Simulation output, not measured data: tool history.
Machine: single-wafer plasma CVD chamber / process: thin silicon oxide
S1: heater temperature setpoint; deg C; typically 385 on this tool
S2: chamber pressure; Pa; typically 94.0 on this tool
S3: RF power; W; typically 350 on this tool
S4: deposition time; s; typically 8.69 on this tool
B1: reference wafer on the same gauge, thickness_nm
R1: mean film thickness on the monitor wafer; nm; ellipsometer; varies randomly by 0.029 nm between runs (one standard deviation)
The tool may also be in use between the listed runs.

run	day	S1	S2	S3	S4	B1	R1
1	0.000	385	94.0	350	8.69	18.896	14.454
2	0.267	385	94.0	325	9.42	18.899	15.134
3	0.850	385	94.0	350	8.69	18.894	14.401
4	1.600	385	79.7	385	8.69	18.901	12.572
5	1.917	385	79.7	385	8.69	18.898	12.557
6	2.221	385	79.7	385	8.69	18.896	12.613
# day 3.188: capacitance manometer re-zeroed and calibrated
7	3.208	385	94.0	350	8.69	18.906	16.026
# day 3.558: thermocouple changed; heater temperature recalibrated
8	3.579	385	94.0	350	8.69	18.901	15.986
# day 3.796: gauge calibrated
9	3.871	385	94.0	350	8.69	18.901	15.999
10	4.175	393	94.0	350	7.69	18.899	14.056
11	4.867	385	94.0	350	8.69	18.908	15.995
# day 5.525: showerhead replaced
12	5.612	374	100.9	380	8.69	18.903	17.724
# day 6.171: RF generator calibrated
13	6.329	385	94.0	350	8.69	18.900	15.975
14	6.942	385	117.5	295	7.57	18.905	15.868
15	7.488	391	94.0	350	8.69	18.899	15.882
16	7.821	376	87.3	375	9.21	18.905	16.142
17	8.546	385	78.0	350	8.69	18.904	13.187
18	9.021	374	117.3	390	10.02	18.895	23.328

Hidden state or all else? Some run-to-run changes of R1, split into what the settings, what came in and random variation would give without the hidden state, and what is left for the hidden state (with any gauge scatter that isn't in both results):
Hidden conditions of the tool in this case: wafer temperature above the value expected at the setpoint (K); delivered RF power above the setpoint (%); true pressure above the setpoint (%); gauge reads high (%).
Run 6 -> 7: S2 79.7 -> 94.0, S3 385 -> 350, capacitance manometer re-zeroed and calibrated. R1 +3.413 nm: hidden state +1.514, all else +1.899.
Run 17 -> 18: S1 385 -> 374, S2 78.0 -> 117.3, S3 350 -> 390, S4 8.69 -> 10.02. R1 +10.141 nm: hidden state +0.055, all else +10.086.

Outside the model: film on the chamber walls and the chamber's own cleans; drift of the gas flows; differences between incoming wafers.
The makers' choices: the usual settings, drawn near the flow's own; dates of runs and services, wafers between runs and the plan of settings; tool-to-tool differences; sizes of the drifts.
